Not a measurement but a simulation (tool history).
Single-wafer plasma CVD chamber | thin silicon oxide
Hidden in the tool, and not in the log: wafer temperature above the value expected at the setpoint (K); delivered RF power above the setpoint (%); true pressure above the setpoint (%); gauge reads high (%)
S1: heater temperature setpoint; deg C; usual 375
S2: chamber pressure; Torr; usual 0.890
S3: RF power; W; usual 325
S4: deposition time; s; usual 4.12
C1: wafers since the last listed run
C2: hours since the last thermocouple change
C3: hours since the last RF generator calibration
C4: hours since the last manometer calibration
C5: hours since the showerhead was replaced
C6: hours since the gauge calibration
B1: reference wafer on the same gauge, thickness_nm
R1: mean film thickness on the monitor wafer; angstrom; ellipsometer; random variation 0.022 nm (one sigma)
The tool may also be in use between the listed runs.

run     day   S1     S2   S3    S4    C1      C2      C3      C4      C5      C6     B1      R1
  1   0.000  375  0.890  325  4.12     0  1514.7  1182.7   556.4  3217.1   536.8  8.182   91.22
  2   1.650  375  0.890  325  4.12  1632  1554.3  1222.3   596.0  3256.7   576.4  8.184   91.07
  3   4.738  375  0.890  325  4.12  3055  1628.4  1296.4   670.1  3330.8   650.5  8.189   91.27
  4   7.454  375  0.890  325  4.12  2688  1693.6  1361.6   735.3  3396.0   715.7  8.201   91.52
  5   9.600  375  0.890  325  4.12  2123  1745.1  1413.1   786.8  3447.5   767.2  8.199   91.64
  6  11.075  375  0.890  325  4.12  1459  1780.5  1448.5   822.2  3482.9   802.6  8.199   91.42
  7  13.371  371  0.890  280  4.12  2271  1835.6  1503.6   877.3  3538.0   857.7  8.201   87.08
  8  14.917  380  0.837  325  4.12  1529  1872.7  1540.7   914.4  3575.1   894.8  8.205   87.59
  9  16.000  385  0.890  325  3.72  1071  1898.7  1566.7   940.4  3601.1   920.8  8.206   81.91
 10  18.142  362  0.798  325  4.12  2119  1950.1  1618.1   991.8  3652.5   972.2  8.203   86.39
 11  19.821  363  0.890  325  4.79  1661  1990.4  1658.4  1032.1  3692.8  1012.5  8.207  107.55
     20.412  -- gauge calibrated
 12  21.658  380  0.773  285  3.55  1818  2034.5  1702.5  1076.2  3736.9    29.9  8.088   67.87
     25.596  -- thermocouple changed; heater temperature recalibrated
     27.204  -- showerhead replaced
     29.762  -- RF generator calibrated
     29.908  -- capacitance manometer re-zeroed and calibrated
 13  30.175  375  0.890  325  3.52  7291   109.9     9.9     6.4    71.3   234.3  8.164   77.86
 14  31.267  375  0.890  325  4.12  1080   136.1    36.1    32.6    97.5   260.5  8.173   90.66
 15  33.950  371  0.890  325  4.12  2655   200.5   100.5    97.0   161.9   324.9  8.189   91.43
 16  36.400  375  0.890  325  4.12  2424   259.3   159.3   155.8   220.7   383.7  8.194   91.06
 17  37.733  366  1.039  270  4.54  1319   291.3   191.3   187.8   252.7   415.7  8.205  103.73

The tool's hidden state at each run:
wafer temperature above the value expected at the setpoint (K): 0 in every run
delivered RF power above the setpoint (%): 0 in every run
true pressure above the setpoint (%): 0 in every run
H1: gauge reads high (%)
run     H1
  1   1.37
  2   1.42
  3   1.49
  4   1.55
  5   1.58
  6   1.61
  7   1.63
  8   1.65
  9   1.66
 10   1.68
 11   1.69
 12  0.219
 13   1.19
 14   1.28
 15   1.46
 16    1.6
 17   1.66

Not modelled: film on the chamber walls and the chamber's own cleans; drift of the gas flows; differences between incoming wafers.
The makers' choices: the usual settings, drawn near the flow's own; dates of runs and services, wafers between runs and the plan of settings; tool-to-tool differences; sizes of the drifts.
